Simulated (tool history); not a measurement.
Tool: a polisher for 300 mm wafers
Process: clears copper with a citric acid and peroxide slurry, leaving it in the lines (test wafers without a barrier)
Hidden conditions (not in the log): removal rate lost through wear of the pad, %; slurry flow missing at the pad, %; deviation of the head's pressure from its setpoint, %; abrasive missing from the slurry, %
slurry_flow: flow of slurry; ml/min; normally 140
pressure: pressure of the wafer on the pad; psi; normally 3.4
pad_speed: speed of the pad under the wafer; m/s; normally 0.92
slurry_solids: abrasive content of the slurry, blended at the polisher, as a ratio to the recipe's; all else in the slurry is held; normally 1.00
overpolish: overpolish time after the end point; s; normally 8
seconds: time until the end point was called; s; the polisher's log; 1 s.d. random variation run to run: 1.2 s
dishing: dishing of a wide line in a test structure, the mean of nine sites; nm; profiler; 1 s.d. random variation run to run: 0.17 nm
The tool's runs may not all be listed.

run,day,slurry_flow,pressure,pad_speed,slurry_solids,overpolish,wafers since the last listed run,wafers polished on this pad,hours since the slurry nozzle was cleaned,hours since the head pressure was calibrated,hours since the slurry blender was calibrated,"incoming thickness of the incoming film, nm",seconds,dishing
1,0.000,140,2.6,0.92,0.90,8,0,245,121.0,1142.1,185.8,189.0,114.9,8.9
2,0.525,140,2.6,0.92,0.90,8,95,341,133.6,1154.7,198.4,191.0,112.5,8.9
3,1.192,140,2.6,0.92,0.90,8,121,462,149.6,1170.7,214.4,189.0,114.7,8.8
4,1.550,140,3.4,1.10,1.00,8,65,528,158.2,1179.3,223.0,192.9,79.3,12.3
# day 1.842: slurry blender recalibrated
# day 2.058: worn pad replaced by a new one
5,3.138,140,3.4,1.10,1.00,8,244,197,196.3,1217.4,31.1,188.1,72.4,12.9
6,3.675,140,3.4,0.68,0.85,8,98,295,209.2,1230.3,44.0,188.7,106.4,9.5
7,4.267,140,3.4,0.68,0.85,8,108,403,223.4,1244.5,58.2,189.9,106.9,9.4
8,4.679,140,3.4,0.68,0.85,8,75,478,233.3,1254.4,68.1,188.1,113.6,9.0
9,5.296,140,3.4,0.92,1.00,11,112,591,248.1,1269.2,82.9,189.0,86.3,14.5
10,5.742,140,3.4,0.92,1.00,11,81,672,258.8,1279.9,93.6,189.6,91.5,14.1
# day 5.938: worn pad replaced by a new one
# day 6.104: head pressure recalibrated
11,6.162,140,3.4,1.16,1.00,8,31,26,268.9,1.4,103.7,190.6,78.6,12.4
# day 6.567: slurry nozzle cleaned
12,6.629,140,3.4,1.16,1.00,8,77,103,1.5,12.6,114.9,188.6,67.0,14.2
13,7.125,140,3.4,0.92,1.00,8,90,194,13.4,24.5,126.8,189.4,80.4,11.9
14,7.850,140,3.4,0.92,1.00,8,132,326,30.8,41.9,144.2,189.0,80.4,11.8
15,8.283,140,2.3,1.08,1.15,11,79,405,41.2,52.3,154.6,190.5,104.3,12.5
16,8.704,140,4.3,0.68,0.90,12,76,482,51.3,62.4,164.7,190.6,84.1,15.7
17,9.042,190,3.0,0.70,1.10,8,61,544,59.4,70.5,172.8,189.3,107.4,9.6
# day 9.288: worn pad replaced by a new one
18,9.779,110,3.4,1.10,0.75,8,104,89,77.1,88.2,190.5,189.7,87.6,11.0
# day 10.038: slurry blender recalibrated
19,11.167,140,4.2,0.92,1.00,8,238,327,110.4,121.5,27.1,190.5,64.1,14.5
20,11.850,100,2.6,0.92,1.00,8,124,452,126.8,137.9,43.5,192.4,115.2,9.0
21,12.521,120,3.4,0.92,0.75,8,122,574,142.9,154.0,59.6,189.8,92.0,10.6

Predict the results of run 22:
# day 13.146: worn pad replaced by a new one
22,13.167,100,3.4,1.12,1.00,8,87,4,158.4,169.5,75.1,191.2,?,?

Run 22 yielded seconds 84.2 s, dishing 12.1 nm.
With no hidden state in the tool, this same run would have given seconds 71.0 s, dishing 13.9 nm.
